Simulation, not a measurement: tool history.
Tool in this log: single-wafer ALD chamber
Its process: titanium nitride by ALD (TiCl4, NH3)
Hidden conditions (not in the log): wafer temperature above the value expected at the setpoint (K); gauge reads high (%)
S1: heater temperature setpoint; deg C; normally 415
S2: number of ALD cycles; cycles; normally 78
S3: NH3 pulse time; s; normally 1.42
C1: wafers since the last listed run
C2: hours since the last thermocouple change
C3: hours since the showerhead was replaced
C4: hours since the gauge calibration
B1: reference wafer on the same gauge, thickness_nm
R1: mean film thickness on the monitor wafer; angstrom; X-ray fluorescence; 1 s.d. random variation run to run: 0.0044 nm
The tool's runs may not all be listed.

run   hour   S1  S2    S3   C1      C2      C3     C4     B1     R1
  1    0.0  415  78  1.42    0  2331.6  3681.1  180.9  1.941  17.51
  2   20.4  415  78  1.42   91  2352.0  3701.5  201.3  1.941  17.57
  3   40.4  425  78  1.09   89  2372.0  3721.5  221.3  1.940  17.40
  4   54.0  415  78  1.42   60  2385.6  3735.1  234.9  1.940  17.51
  5   85.0  415  78  1.42  138  2416.6  3766.1  265.9  1.940  17.43
  6  107.3  415  78  1.21   99  2438.9  3788.4  288.2  1.942  17.38
  7  126.6  415  78  1.21   86  2458.2  3807.7  307.5  1.939  17.47
  8  149.8  415  78  1.21  103  2481.4  3830.9  330.7  1.939  17.27
  9  175.3  415  78  1.42  114  2506.9  3856.4  356.2  1.940  17.49
     195.2  -- showerhead replaced
 10  201.4  415  78  1.42   81  2533.0     6.2  382.3  1.941  17.44
 11  227.3  423  78  1.04  116  2558.9    32.1  408.2  1.941  17.28
     261.0  -- gauge calibrated
 12  325.8  415  78  1.42  441  2657.4   130.6   64.8  1.939  17.45
 13  343.0  415  78  0.90   77  2674.6   147.8   82.0  1.942  17.05
 14  358.0  415  66  1.42   67  2689.6   162.8   97.0  1.940  14.75
     381.5  -- thermocouple changed; heater temperature recalibrated
 15  383.3  406  63  1.42   77     1.8   188.1  122.3  1.941  13.97

Expected results for the next run?
 16  450.5  410  85  1.62  301  69.0  255.3  189.5   ?   ?

{"run 16": {"B1": 1.94, "R1": 19.07}}
Minus the tool's unlogged condition, the same run would have read R1 19.07 angstrom.

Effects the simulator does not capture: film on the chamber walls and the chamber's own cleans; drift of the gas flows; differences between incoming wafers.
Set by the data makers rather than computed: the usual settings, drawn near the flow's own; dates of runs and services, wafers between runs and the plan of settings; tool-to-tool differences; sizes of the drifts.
